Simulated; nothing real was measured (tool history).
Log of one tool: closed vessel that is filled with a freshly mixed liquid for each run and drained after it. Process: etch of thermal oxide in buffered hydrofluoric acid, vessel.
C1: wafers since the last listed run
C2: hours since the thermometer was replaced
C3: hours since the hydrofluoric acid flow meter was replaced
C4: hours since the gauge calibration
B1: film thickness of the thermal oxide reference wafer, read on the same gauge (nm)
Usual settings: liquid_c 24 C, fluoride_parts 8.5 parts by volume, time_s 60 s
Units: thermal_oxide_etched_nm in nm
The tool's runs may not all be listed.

run 1 day=0 | liquid_c=24 fluoride_parts=8.5 time_s=85 | C1=0 C2=1984.3 C3=315.2 C4=347 | B1=119.97 | thermal_oxide_etched_nm=114.75
run 2 day=1.279 | liquid_c=24 fluoride_parts=8.5 time_s=85 | C1=4463 C2=2015 C3=345.9 C4=377.7 | B1=120.01 | thermal_oxide_etched_nm=114.04
run 3 day=4.262 | liquid_c=24 fluoride_parts=6.5 time_s=60 | C1=10408 C2=2086.6 C3=417.5 C4=449.3 | B1=120.02 | thermal_oxide_etched_nm=105.51
run 4 day=7.058 | liquid_c=24 fluoride_parts=8.5 time_s=60 | C1=9754 C2=2153.7 C3=484.6 C4=516.4 | B1=120.04 | thermal_oxide_etched_nm=81.09
run 5 day=9.267 | liquid_c=24 fluoride_parts=8.5 time_s=60 | C1=7704 C2=2206.7 C3=537.6 C4=569.4 | B1=120.07 | thermal_oxide_etched_nm=81.1
run 6 day=12.162 | liquid_c=21 fluoride_parts=8.5 time_s=60 | C1=10103 C2=2276.2 C3=607.1 C4=638.9 | B1=119.99 | thermal_oxide_etched_nm=68.36
run 7 day=14.667 | liquid_c=21 fluoride_parts=8.5 time_s=60 | C1=8737 C2=2336.3 C3=667.2 C4=699 | B1=120.02 | thermal_oxide_etched_nm=68.93
-- day=16.788 hydrofluoric acid flow meter replaced
-- day=19.729 thermometer replaced
-- day=21.462 gauge calibrated
run 8 day=22.204 | liquid_c=23 fluoride_parts=8.5 time_s=60 | C1=26007 C2=59.4 C3=130 C4=17.8 | B1=120 | thermal_oxide_etched_nm=76
run 9 day=23.967 | liquid_c=23 fluoride_parts=8.5 time_s=60 | C1=6149 C2=101.7 C3=172.3 C4=60.1 | B1=119.99 | thermal_oxide_etched_nm=76.52
run 10 day=26.746 | liquid_c=24 fluoride_parts=5 time_s=60 | C1=9696 C2=168.4 C3=239 C4=126.8 | B1=119.98 | thermal_oxide_etched_nm=132.71
run 11 day=29.379 | liquid_c=22.5 fluoride_parts=8.5 time_s=80 | C1=9187 C2=231.6 C3=302.2 C4=190 | B1=120.04 | thermal_oxide_etched_nm=98.71
run 12 day=32.229 | liquid_c=22.5 fluoride_parts=5.5 time_s=60 | C1=9943 C2=300 C3=370.6 C4=258.4 | B1=119.97 | thermal_oxide_etched_nm=113.01
run 13 day=34.367 | liquid_c=24 fluoride_parts=8.5 time_s=60 | C1=7457 C2=351.3 C3=421.9 C4=309.7 | B1=120.01 | thermal_oxide_etched_nm=80.36
run 14 day=35.583 | liquid_c=24 fluoride_parts=7 time_s=30 | C1=4244 C2=380.5 C3=451.1 C4=338.9 | B1=119.99 | thermal_oxide_etched_nm=49.32
run 15 day=37.012 | liquid_c=28.5 fluoride_parts=11.5 time_s=95 | C1=4986 C2=414.8 C3=485.4 C4=373.2 | B1=120.03 | thermal_oxide_etched_nm=125.03
run 16 day=38.975 | liquid_c=22 fluoride_parts=10.5 time_s=70 | C1=6847 C2=461.9 C3=532.5 C4=420.3 | B1=119.98 | thermal_oxide_etched_nm=69.93
run 17 day=40.821 | liquid_c=25.5 fluoride_parts=8.5 time_s=60 | C1=6440 C2=506.2 C3=576.8 C4=464.6 | B1=120.02 | thermal_oxide_etched_nm=87.15

Forecast run 18:
run 18 day=41.908 | liquid_c=26.5 fluoride_parts=11 time_s=90 | C1=3794 C2=532.3 C3=602.9 C4=490.7 | B1=? | thermal_oxide_etched_nm=?

Run 18 gave B1 119.99, thermal_oxide_etched_nm 110.59 nm.
Without the tool's hidden state the same run would have given thermal_oxide_etched_nm 110.59 nm.
